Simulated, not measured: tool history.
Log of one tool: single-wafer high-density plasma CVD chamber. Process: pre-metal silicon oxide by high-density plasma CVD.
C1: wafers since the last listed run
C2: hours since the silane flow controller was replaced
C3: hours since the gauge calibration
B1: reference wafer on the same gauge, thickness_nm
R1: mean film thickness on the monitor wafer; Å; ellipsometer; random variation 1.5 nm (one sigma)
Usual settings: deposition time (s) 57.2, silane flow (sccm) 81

Run 1, hour 0: usual settings; C1 0; C2 3819.9; C3 943.1; B1 480.157. Result: R1 5053.73 Å.
Run 2, hour 55.8: usual settings; C1 1049; C2 3875.7; C3 998.9; B1 479.596. Result: R1 5061.44 Å.
Run 3, hour 84.1: usual settings; C1 532; C2 3904; C3 1027.2; B1 480.653. Result: R1 5053.96 Å.
Run 4, hour 155.4: usual settings; C1 1341; C2 3975.3; C3 1098.5; B1 479.669. Result: R1 5068.23 Å.
Run 5, hour 180: usual settings; C1 462; C2 3999.9; C3 1123.1; B1 480.389. Result: R1 5060.35 Å.
Run 6, hour 246.7: usual settings but silane flow (sccm) 76; C1 1255; C2 4066.6; C3 1189.8; B1 479.893. Result: R1 4811.02 Å.
Run 7, hour 301.2: usual settings; C1 1025; C2 4121.1; C3 1244.3; B1 480.493. Result: R1 5059.37 Å.
Run 8, hour 363.2: usual settings but deposition time (s) 49.5, silane flow (sccm) 70; C1 1166; C2 4183.1; C3 1306.3; B1 480.229. Result: R1 3881.46 Å.
Run 9, hour 418.7: usual settings but deposition time (s) 49.5, silane flow (sccm) 70; C1 1044; C2 4238.6; C3 1361.8; B1 479.738. Result: R1 3898.77 Å.
Run 10, hour 451.6: usual settings but deposition time (s) 54.2; C1 619; C2 4271.5; C3 1394.7; B1 479.406. Result: R1 4849.11 Å.
Run 11, hour 493.1: usual settings but deposition time (s) 54.2; C1 780; C2 4313; C3 1436.2; B1 480.29. Result: R1 4860.1 Å.
Run 12, hour 523.3: usual settings but deposition time (s) 65.5, silane flow (sccm) 94; C1 568; C2 4343.2; C3 1466.4; B1 479.398. Result: R1 6640.08 Å.
At hour 544.8: silane flow controller replaced.
Run 13, hour 594.2: usual settings but deposition time (s) 63.6, silane flow (sccm) 73; C1 1183; C2 49.4; C3 1537.3; B1 480.019. Result: R1 4865.03 Å.
Run 14, hour 641.9: usual settings but deposition time (s) 63.6, silane flow (sccm) 73; C1 897; C2 97.1; C3 1585; B1 480.238. Result: R1 4889 Å.
Run 15, hour 677.8: usual settings but deposition time (s) 59.5; C1 675; C2 133; C3 1620.9; B1 480.209. Result: R1 4992.35 Å.
Run 16, hour 716.1: usual settings but deposition time (s) 59.5; C1 720; C2 171.3; C3 1659.2; B1 480.221. Result: R1 4977.64 Å.
Run 17, hour 777.2: usual settings but deposition time (s) 59.5; C1 1149; C2 232.4; C3 1720.3; B1 480.036. Result: R1 4989.31 Å.
At hour 806.5: gauge calibrated.
Run 18, hour 841.5: usual settings but deposition time (s) 46.5, silane flow (sccm) 75; C1 1209; C2 296.7; C3 35; B1 480.131. Result: R1 3643.05 Å.
Run 19, hour 870.6: usual settings but deposition time (s) 53.3, silane flow (sccm) 67; C1 547; C2 325.8; C3 64.1; B1 479.908. Result: R1 3796.88 Å.
Run 20, hour 935.7: usual settings but deposition time (s) 46.5, silane flow (sccm) 75; C1 1224; C2 390.9; C3 129.2; B1 480.434. Result: R1 3645.67 Å.
Run 21, hour 1007.3: usual settings but deposition time (s) 61.8; C1 1347; C2 462.5; C3 200.8; B1 480.331. Result: R1 5181.11 Å.
Run 22, hour 1070.7: usual settings but deposition time (s) 68.4; C1 1192; C2 525.9; C3 264.2; B1 480.311. Result: R1 5739.9 Å.
Run 23, hour 1170: usual settings; C1 1868; C2 625.2; C3 363.5; B1 480.791. Result: R1 4792.59 Å.
Run 24, hour 1283.5: usual settings; C1 2135; C2 738.7; C3 477; B1 479.731. Result: R1 4784.41 Å.
Run 25, hour 1316: usual settings; C1 611; C2 771.2; C3 509.5; B1 479.576. Result: R1 4821.73 Å.
Run 26, hour 1370.1: usual settings but deposition time (s) 50.6; C1 1017; C2 825.3; C3 563.6; B1 480.497. Result: R1 4241.03 Å.
Run 27, hour 1398.9: usual settings but silane flow (sccm) 97; C1 541; C2 854.1; C3 592.4; B1 481.066. Result: R1 5600.12 Å.
Run 28, hour 1445.3: usual settings but deposition time (s) 50.9, silane flow (sccm) 87; C1 873; C2 900.5; C3 638.8; B1 479.624. Result: R1 4558.71 Å.
Run 29, hour 1473.4: usual settings; C1 528; C2 928.6; C3 666.9; B1 479.854. Result: R1 4788.5 Å.
Run 30, hour 1508.8: usual settings but deposition time (s) 48.4, silane flow (sccm) 68; C1 666; C2 964; C3 702.3; B1 480.219. Result: R1 3510.18 Å.
Run 31, hour 1537.7: usual settings but silane flow (sccm) 94; C1 543; C2 992.9; C3 731.2; B1 479.874. Result: R1 5480 Å.
Run 32, hour 1585.6: usual settings but silane flow (sccm) 69; C1 901; C2 1040.8; C3 779.1; B1 479.937. Result: R1 4187.2 Å.
Run 33, hour 1622.4: usual settings; C1 692; C2 1077.6; C3 815.9; B1 479.295. Result: R1 4791.39 Å.
Run 34, hour 1669.1: usual settings but deposition time (s) 46.8, silane flow (sccm) 73; C1 878; C2 1124.3; C3 862.6; B1 479.905. Result: R1 3588.84 Å.
Run 35, hour 1740.2: usual settings; C1 1337; C2 1195.4; C3 933.7; B1 479.92. Result: R1 4811.29 Å.

3 ways to go on from here, each from the tool as it stands after run 35. What would each give?
Run A, hour 1740.6: usual settings but deposition time (s) 66.2; C1 7; C2 1195.8; C3 934.1; B1 ?. Result: R1 ?.
Run B, hour 1740.6: usual settings but deposition time (s) 49.1; C1 7; C2 1195.8; C3 934.1; B1 ?. Result: R1 ?.
Run C, hour 1740.6: usual settings but deposition time (s) 60.5, silane flow (sccm) 91; C1 7; C2 1195.8; C3 934.1; B1 ?. Result: R1 ?.

run       B1       R1
  A  480.127  5578.69
  B  480.127  4137.67
  C  480.127  5629.07
Without the tool's hidden state the same runs would have given:
run       R1
  A  5578.28
  B  4137.37
  C  5628.66

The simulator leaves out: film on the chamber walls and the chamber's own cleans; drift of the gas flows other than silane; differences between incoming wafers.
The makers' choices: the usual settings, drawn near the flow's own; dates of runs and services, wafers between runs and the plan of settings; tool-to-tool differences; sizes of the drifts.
